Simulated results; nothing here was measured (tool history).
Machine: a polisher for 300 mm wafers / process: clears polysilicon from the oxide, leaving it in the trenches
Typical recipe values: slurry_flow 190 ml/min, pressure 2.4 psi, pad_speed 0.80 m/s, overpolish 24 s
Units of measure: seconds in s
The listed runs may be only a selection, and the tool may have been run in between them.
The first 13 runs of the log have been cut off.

run	hour	slurry_flow	pressure	pad_speed	overpolish	wafers since the last listed run	wafers polished on this pad	hours since the slurry nozzle was cleaned	hours since the head pressure was calibrated	incoming thickness of the incoming film, nm	seconds
14	956.2	230	2.8	0.52	30	1296	2552	361.0	426.4	479.6	56.1
15	1060.5	190	3.2	0.80	24	1309	3861	465.3	530.7	470.4	31.5
16	1097.9	190	2.0	0.80	24	469	4331	502.7	568.1	480.0	52.4
# hour 1141.5: slurry nozzle cleaned
17	1198.8	190	2.4	0.54	19	1254	5585	57.3	669.0	470.9	65.8
18	1302.5	190	2.4	0.80	24	1301	6887	161.0	772.7	491.0	47.2
# hour 1385.4: worn pad replaced by a new one
19	1389.5	190	2.4	0.80	24	1041	50	248.0	859.7	485.8	42.7
20	1464.0	190	2.4	0.80	24	935	986	322.5	934.2	490.4	41.5
21	1544.4	190	2.4	0.80	24	1009	1995	402.9	1014.6	482.0	43.4
22	1637.1	190	2.4	0.80	33	1163	3159	495.6	1107.3	488.4	44.9
# hour 1711.9: head pressure recalibrated
23	1725.2	160	1.8	0.80	24	1080	4239	583.7	13.3	479.9	60.4
# hour 1739.2: slurry nozzle cleaned
24	1772.3	190	2.4	0.80	24	578	4818	33.1	60.4	482.5	45.6
25	1843.6	170	2.2	0.60	24	895	5713	104.4	131.7	484.4	65.8
26	1913.7	125	2.4	1.08	24	879	6593	174.5	201.8	486.4	36.2
27	1999.4	190	2.4	1.02	24	1075	7669	260.2	287.5	478.4	35.7
# hour 2016.2: worn pad replaced by a new one
28	2078.8	135	3.0	0.80	36	946	786	339.6	366.9	490.7	34.2
29	2180.2	160	2.9	0.56	19	1272	2058	441.0	468.3	482.3	50.3
30	2246.6	190	2.4	0.80	35	833	2892	507.4	534.7	477.8	42.7
31	2333.8	170	1.9	0.98	37	1094	3987	594.6	621.9	479.9	45.6
# hour 2386.7: slurry nozzle cleaned
32	2431.0	190	2.4	0.54	24	1207	5194	44.3	719.1	478.3	65.9
33	2473.7	190	2.4	0.60	31	536	5730	87.0	761.8	482.1	59.3

Predict each of these 5 candidate next runs independently; none follows another, all start after run 33:
A	2474.1	190	2.4	0.80	24	5	5735	87.4	762.2	485.1	?
B	2474.1	190	2.4	0.60	24	5	5735	87.4	762.2	485.1	?
C	2474.1	150	2.4	1.04	29	5	5735	87.4	762.2	485.1	?
D	2474.1	190	2.4	0.90	24	5	5735	87.4	762.2	485.1	?
E	2474.1	160	2.4	0.58	30	5	5735	87.4	762.2	485.1	?

run	seconds
A	44.3
B	59.1
C	35.3
D	39.4
E	62.6
What these runs would have given with no unlogged condition in the tool:
run	seconds
A	40.3
B	53.8
C	32.1
D	35.8
E	57.0
